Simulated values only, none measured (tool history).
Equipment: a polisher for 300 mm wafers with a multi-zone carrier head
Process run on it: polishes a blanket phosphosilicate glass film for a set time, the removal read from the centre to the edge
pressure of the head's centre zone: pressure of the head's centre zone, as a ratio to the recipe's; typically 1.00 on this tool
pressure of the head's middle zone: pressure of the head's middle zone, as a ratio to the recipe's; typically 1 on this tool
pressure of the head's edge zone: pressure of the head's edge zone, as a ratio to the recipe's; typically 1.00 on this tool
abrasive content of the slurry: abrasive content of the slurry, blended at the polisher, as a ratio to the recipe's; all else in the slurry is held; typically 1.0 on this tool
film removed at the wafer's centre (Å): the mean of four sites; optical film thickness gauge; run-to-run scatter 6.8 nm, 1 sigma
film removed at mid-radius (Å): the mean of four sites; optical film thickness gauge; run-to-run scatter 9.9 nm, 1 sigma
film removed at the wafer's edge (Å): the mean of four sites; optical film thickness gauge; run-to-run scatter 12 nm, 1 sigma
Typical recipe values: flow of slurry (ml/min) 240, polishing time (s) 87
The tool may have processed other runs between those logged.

run   hour  flow of slurry (ml/min)  pressure of the head's centre zone  pressure of the head's middle zone  pressure of the head's edge zone  abrasive content of the slurry  polishing time (s)  wafers since the last listed run  wafers polished on this pad  hours since the slurry nozzle was cleaned  hours since the centre zone pressure was calibrated  hours since the edge zone pressure was calibrated  hours since the carrier head's membrane was replaced  incoming thickness of the incoming film, nm  film removed at the wafer's centre (Å)  film removed at mid-radius (Å)  film removed at the wafer's edge (Å)
  1    0.0                      290                                0.93                                   1                              1.00                             1.0                  87                                 0                          345                                      142.5                                                501.2                                               44.1                                                 712.9                                       3526.4                                    7446                            8302                                  8169
  2   67.9                      290                                0.93                                   1                              1.00                             1.0                  87                               902                         1248                                      210.4                                                569.1                                              112.0                                                 780.8                                       3403.3                                    7054                            7990                                  7814
     163.7  -- worn pad replaced by a new one
  3  164.2                      290                                0.93                                   1                              1.00                             1.0                  87                              1226                            7                                      306.7                                                665.4                                              208.3                                                 877.1                                       3399.3                                    7610                            8568                                  8225
  4  234.5                      240                                1.00                                   1                              1.00                             1.0                  87                               934                          941                                      377.0                                                735.7                                              278.6                                                 947.4                                       3493.2                                    7406                            7776                                  7773
  5  276.6                      240                                1.00                                   1                              1.00                             1.0                  87                               559                         1500                                      419.1                                                777.8                                              320.7                                                 989.5                                       3427.3                                    7336                            7644                                  7463
     298.3  -- slurry nozzle cleaned
     335.0  -- centre zone pressure recalibrated
  6  343.4                      240                                1.04                                   1                              1.00                             1.0                  87                               847                         2348                                       45.1                                                  8.4                                              387.5                                                1056.3                                       3487.5                                    7896                            7379                                  7423
     356.3  -- worn pad replaced by a new one
  7  381.1                      240                                1.04                                   1                              1.00                             1.0                  87                               447                          329                                       82.8                                                 46.1                                              425.2                                                1094.0                                       3474.1                                    8506                            8305                                  8089

For run 8, what comes out?
  8  472.9                      240                                1.00                                   1                              1.06                             1.2                  87                              1219                         1549                                      174.6                                                137.9                                              517.0                                                1185.8                                       3458.6                                       ?                               ?                                     ?

For run 8 the tool returned film removed at the wafer's centre (Å) 8330, film removed at mid-radius (Å) 8443, film removed at the wafer's edge (Å) 8452.
Had the tool carried no hidden state, the very same run would have given film removed at the wafer's centre (Å) 9165, film removed at mid-radius (Å) 9301, film removed at the wafer's edge (Å) 9312.
